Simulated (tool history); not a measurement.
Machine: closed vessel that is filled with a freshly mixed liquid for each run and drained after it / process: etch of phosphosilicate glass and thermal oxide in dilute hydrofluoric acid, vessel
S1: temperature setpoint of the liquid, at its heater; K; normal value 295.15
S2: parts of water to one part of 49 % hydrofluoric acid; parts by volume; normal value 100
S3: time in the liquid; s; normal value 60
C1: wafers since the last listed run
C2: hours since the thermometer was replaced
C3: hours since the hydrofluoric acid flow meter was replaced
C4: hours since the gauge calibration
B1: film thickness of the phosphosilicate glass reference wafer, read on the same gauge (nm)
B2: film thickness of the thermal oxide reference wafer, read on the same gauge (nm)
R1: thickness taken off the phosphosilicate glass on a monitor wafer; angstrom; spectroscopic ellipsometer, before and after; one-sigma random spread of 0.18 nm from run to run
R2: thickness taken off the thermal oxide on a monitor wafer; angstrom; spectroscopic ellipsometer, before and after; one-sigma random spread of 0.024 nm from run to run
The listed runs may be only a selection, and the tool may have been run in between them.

run	hour	S1	S2	S3	C1	C2	C3	C4	B1	B2	R1	R2
1	0.0	295.15	100	60	0	2038.8	1629.1	43.0	89.97	90.013	303.8	23.74
2	12.9	295.15	100	60	1433	2051.7	1642.0	55.9	90.00	89.987	303.2	23.66
3	47.2	295.15	100	60	3812	2086.0	1676.3	90.2	89.97	89.985	302.5	23.78
4	75.5	295.15	100	60	3145	2114.3	1704.6	118.5	90.01	89.992	299.7	23.67
5	110.0	295.15	100	60	3834	2148.8	1739.1	153.0	89.94	90.017	299.7	24.00
# hour 110.9: gauge calibrated
6	131.9	295.15	100	60	2434	2170.7	1761.0	21.0	89.99	90.019	302.2	23.43
7	144.9	295.15	100	60	1444	2183.7	1774.0	34.0	89.98	89.988	300.7	23.49
8	179.5	295.15	100	60	3845	2218.3	1808.6	68.6	89.99	89.996	296.2	23.35
# hour 183.6: hydrofluoric acid flow meter replaced
9	197.8	299.15	100	85	1922	2236.6	14.2	86.9	89.98	89.997	575.4	45.18
# hour 207.3: thermometer replaced
10	229.8	295.15	145	40	3445	22.5	46.2	118.9	90.00	89.981	150.0	11.75
11	253.0	295.15	100	80	2578	45.7	69.4	142.1	90.05	90.013	458.6	36.06
# hour 254.1: gauge calibrated
12	269.8	295.15	65	40	1867	62.5	86.2	15.7	90.01	90.008	366.7	29.14
13	304.1	295.15	100	35	3812	96.8	120.5	50.0	89.97	90.009	198.9	15.67
14	320.1	295.15	100	60	1778	112.8	136.5	66.0	90.03	89.997	343.0	26.95

Below are 4 alternative next runs, each starting from the tool's condition after run 14. Predict each:
A	320.8	295.15	100	60	77	113.5	137.2	66.7	?	?	?	?
B	320.8	299.65	115	60	77	113.5	137.2	66.7	?	?	?	?
C	320.8	298.65	140	30	77	113.5	137.2	66.7	?	?	?	?
D	320.8	299.65	70	70	77	113.5	137.2	66.7	?	?	?	?

run	B1	B2	R1	R2
A	89.99	90.008	340.9	26.90
B	89.99	90.008	347.2	27.40
C	89.99	90.008	133.0	10.50
D	89.99	90.008	706.8	55.78
With the hidden condition removed and each run's random variation left untouched, the same runs would have given:
run	R1	R2
A	348.2	27.47
B	354.8	28.00
C	136.0	10.73
D	721.5	56.94

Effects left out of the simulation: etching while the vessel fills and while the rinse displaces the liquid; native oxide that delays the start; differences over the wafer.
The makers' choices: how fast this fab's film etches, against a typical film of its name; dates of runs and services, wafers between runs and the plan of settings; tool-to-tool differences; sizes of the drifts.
